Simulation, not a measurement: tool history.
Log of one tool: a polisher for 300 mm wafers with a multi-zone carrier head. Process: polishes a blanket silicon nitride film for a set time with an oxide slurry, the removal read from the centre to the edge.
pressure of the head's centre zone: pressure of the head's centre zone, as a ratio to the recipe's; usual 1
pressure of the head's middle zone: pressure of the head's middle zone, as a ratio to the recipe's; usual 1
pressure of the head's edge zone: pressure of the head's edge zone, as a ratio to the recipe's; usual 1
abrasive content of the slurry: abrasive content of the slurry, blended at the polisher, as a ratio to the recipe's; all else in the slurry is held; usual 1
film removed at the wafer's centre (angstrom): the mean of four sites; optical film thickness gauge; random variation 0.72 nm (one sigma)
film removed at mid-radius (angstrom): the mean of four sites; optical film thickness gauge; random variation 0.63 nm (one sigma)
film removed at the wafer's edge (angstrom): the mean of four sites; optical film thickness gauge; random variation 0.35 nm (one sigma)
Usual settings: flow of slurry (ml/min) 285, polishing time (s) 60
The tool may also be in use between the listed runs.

run	hour	flow of slurry (ml/min)	pressure of the head's centre zone	pressure of the head's middle zone	pressure of the head's edge zone	abrasive content of the slurry	polishing time (s)	incoming thickness of the incoming film, nm	film removed at the wafer's centre (angstrom)	film removed at mid-radius (angstrom)	film removed at the wafer's edge (angstrom)
1	0	285	1	1	1	1	69	545.1	565	583	569
2	17.9	285	1	1	1	1	69	541.1	561	564	566
3	37.7	285	1	1	1	1	69	529.8	546	558	547
4	54.6	285	1	1	1	1	60	528.5	466	468	471
5	83.7	285	1	1	1	1	60	538.3	468	468	459
# hour 97.2: worn pad replaced by a new one, of another model than before
# hour 103.9: slurry nozzle cleaned
6	106	285	1	1.06	1	0.85	60	541.7	480	506	480
# hour 126.7: centre zone pressure recalibrated
7	136.8	285	1.05	1	1	1.1	60	539.5	538	527	513
8	161.6	310	1	1.04	1.03	1	54	545.2	447	461	444
# hour 174.6: carrier head's membrane replaced by a new one
9	187	285	1.08	1	1	1.2	60	535.3	557	507	509
10	201.6	285	1	1	1	1	60	550.3	472	483	467
# hour 230.5: worn pad replaced by a new one
11	232.7	285	1	1	1	1	60	533.1	496	511	505
# hour 237: edge zone pressure recalibrated
12	268.5	285	1	1	1.12	1	60	545.5	492	508	523
13	286.2	285	1.08	1	0.9	1	44	544	380	361	343
14	312.8	210	1.04	1	1	1	60	528.6	485	476	464

What the log doesn't show, run by run:
slurry flow missing at the pad, %: 0 in every run
deviation of the centre zone's pressure from its setpoint, %: 0 in every run
deviation of the edge zone's pressure from its setpoint, %: 0 in every run
H1: removal rate lost through wear of the pad, %
run	H1
1	4.04
2	5.28
3	6.65
4	7.82
5	9.84
6	1.05
7	3.19
8	4.9
9	6.66
10	7.67
11	1.6
12	4.08
13	5.31
14	7.15
